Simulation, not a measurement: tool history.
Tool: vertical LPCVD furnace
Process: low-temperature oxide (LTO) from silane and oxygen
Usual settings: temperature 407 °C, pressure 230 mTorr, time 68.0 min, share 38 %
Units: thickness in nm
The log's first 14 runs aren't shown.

run	hour	temperature	pressure	time	share	wafers since the last listed run	hours since the last temperature calibration	hours since the pressure gauge was zeroed	hours since the silane flow controller was replaced	hours since the gauge calibration	read-back reference wafer on the same gauge, thickness	thickness
15	179.6	402	180	94.0	43	57	9.1	67.7	94.7	269.8	611.36	829.10
16	190.7	414	230	68.0	38	147	20.2	78.8	105.8	280.9	611.50	752.65
17	202.6	407	230	68.0	38	158	32.1	90.7	117.7	292.8	611.45	700.42
# hour 203.9: gauge calibrated
18	214.0	397	230	68.0	33	151	43.5	102.1	129.1	10.1	611.14	518.77
19	220.5	407	230	57.5	44	86	50.0	108.6	135.6	16.6	610.98	700.05
20	235.9	407	230	68.0	38	204	65.4	124.0	151.0	32.0	611.17	700.24
21	243.9	412	250	68.0	38	106	73.4	132.0	159.0	40.0	611.19	805.26
22	256.3	407	230	68.0	38	164	85.8	144.4	171.4	52.4	610.73	700.68
23	273.7	407	230	84.5	38	231	103.2	161.8	188.8	69.8	610.60	868.42
24	291.2	407	230	68.0	38	232	120.7	179.3	206.3	87.3	610.86	704.14
25	343.2	400	230	68.0	43	691	172.7	231.3	258.3	139.3	610.64	752.59
26	359.6	407	230	68.0	38	218	189.1	247.7	274.7	155.7	611.52	700.49
27	366.7	407	230	68.0	42	94	196.2	254.8	281.8	162.8	611.46	789.99
28	378.8	412	230	68.0	38	161	208.3	266.9	293.9	174.9	611.15	741.53
29	394.7	407	230	68.0	38	211	224.2	282.8	309.8	190.8	611.49	703.87
30	406.8	399	190	68.0	31	161	236.3	294.9	321.9	202.9	610.99	404.45

5 ways to go on from here, each from the tool as it stands after run 30. What would each give?
A	411.2	407	230	68.0	38	58	240.7	299.3	326.3	207.3	?	?
B	411.2	407	230	54.0	38	58	240.7	299.3	326.3	207.3	?	?
C	411.2	407	230	68.0	41	58	240.7	299.3	326.3	207.3	?	?
D	411.2	416	230	85.5	38	58	240.7	299.3	326.3	207.3	?	?
E	411.2	407	270	68.0	38	58	240.7	299.3	326.3	207.3	?	?

run	read-back reference wafer on the same gauge, thickness	thickness
A	610.67	705.11
B	610.67	559.94
C	610.67	771.31
D	610.67	976.10
E	610.67	827.73
Without the tool's hidden state the same runs would have given:
run	thickness
A	701.22
B	556.85
C	767.15
D	970.90
E	823.17

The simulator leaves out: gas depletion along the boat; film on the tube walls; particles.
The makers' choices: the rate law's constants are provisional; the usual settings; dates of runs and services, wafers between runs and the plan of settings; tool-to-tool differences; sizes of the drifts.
